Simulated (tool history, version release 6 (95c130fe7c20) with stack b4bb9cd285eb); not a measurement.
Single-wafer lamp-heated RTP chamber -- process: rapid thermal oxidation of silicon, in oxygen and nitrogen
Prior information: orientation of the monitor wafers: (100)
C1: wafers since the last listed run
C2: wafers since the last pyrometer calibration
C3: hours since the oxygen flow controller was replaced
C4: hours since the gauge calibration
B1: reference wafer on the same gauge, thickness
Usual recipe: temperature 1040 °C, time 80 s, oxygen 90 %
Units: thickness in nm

run 1 hour=0 | temperature=1040 time=80 oxygen=90 | C1=0 C2=5966 C3=2050.3 C4=99.9 | B1=8.12 | thickness=9.633
run 2 hour=12.9 | temperature=1040 time=80 oxygen=98 | C1=109 C2=6075 C3=2063.2 C4=112.8 | B1=8.137 | thickness=9.848
run 3 hour=34.9 | temperature=1040 time=80 oxygen=98 | C1=186 C2=6262 C3=2085.2 C4=134.8 | B1=8.135 | thickness=9.893
-- hour=35.5 gauge calibrated
run 4 hour=43.2 | temperature=1040 time=100 oxygen=80 | C1=70 C2=6332 C3=2093.5 C4=7.7 | B1=8.123 | thickness=10.169
run 5 hour=57.2 | temperature=1040 time=80 oxygen=90 | C1=118 C2=6451 C3=2107.5 C4=21.7 | B1=8.124 | thickness=9.528
-- hour=69.9 oxygen flow controller replaced
run 6 hour=70.4 | temperature=1017 time=100 oxygen=90 | C1=44 C2=6495 C3=0.5 C4=34.9 | B1=8.122 | thickness=9.075
run 7 hour=75.9 | temperature=1040 time=80 oxygen=90 | C1=46 C2=6542 C3=6 C4=40.4 | B1=8.13 | thickness=9.63
run 8 hour=93.8 | temperature=1040 time=80 oxygen=66 | C1=151 C2=6694 C3=23.9 C4=58.3 | B1=8.125 | thickness=8.61
run 9 hour=110.7 | temperature=1065 time=80 oxygen=90 | C1=143 C2=6837 C3=40.8 C4=75.2 | B1=8.129 | thickness=11.332
-- hour=127.3 pyrometer window cleaned and pyrometer calibrated
run 10 hour=127.9 | temperature=1040 time=80 oxygen=90 | C1=78 C2=4 C3=58 C4=92.4 | B1=8.128 | thickness=8.876
run 11 hour=135.7 | temperature=1029 time=94 oxygen=90 | C1=66 C2=70 C3=65.8 C4=100.2 | B1=8.131 | thickness=8.84
run 12 hour=150.3 | temperature=1050 time=55 oxygen=74 | C1=123 C2=194 C3=80.4 C4=114.8 | B1=8.136 | thickness=7.529
-- hour=156.4 gauge calibrated
run 13 hour=167.9 | temperature=1040 time=80 oxygen=90 | C1=149 C2=344 C3=98 C4=11.5 | B1=8.137 | thickness=8.921
run 14 hour=178.2 | temperature=1060 time=59 oxygen=63 | C1=87 C2=431 C3=108.3 C4=21.8 | B1=8.136 | thickness=7.902
run 15 hour=202.8 | temperature=1040 time=80 oxygen=98 | C1=208 C2=640 C3=132.9 C4=46.4 | B1=8.122 | thickness=9.242

Consider 4 possible next runs. They are alternatives, not a sequence: every one starts from the tool as it was left by run 15. What does each give?
run A hour=203.2 | temperature=1024 time=80 oxygen=90 | C1=3 C2=643 C3=133.3 C4=46.8 | B1=? | thickness=?
run B hour=203.2 | temperature=1040 time=44 oxygen=98 | C1=3 C2=643 C3=133.3 C4=46.8 | B1=? | thickness=?
run C hour=203.2 | temperature=1014 time=117 oxygen=90 | C1=3 C2=643 C3=133.3 C4=46.8 | B1=? | thickness=?
run D hour=203.2 | temperature=1064 time=54 oxygen=98 | C1=3 C2=643 C3=133.3 C4=46.8 | B1=? | thickness=?

run=A B1=8.13 thickness=7.964
run=B B1=8.13 thickness=7.044
run=C B1=8.13 thickness=8.809
run=D B1=8.13 thickness=9.079
The same runs, with their run-to-run variation unchanged, on a tool lacking any hidden condition would have given:
run=A thickness=7.887
run=B thickness=6.977
run=C thickness=8.722
run=D thickness=8.996
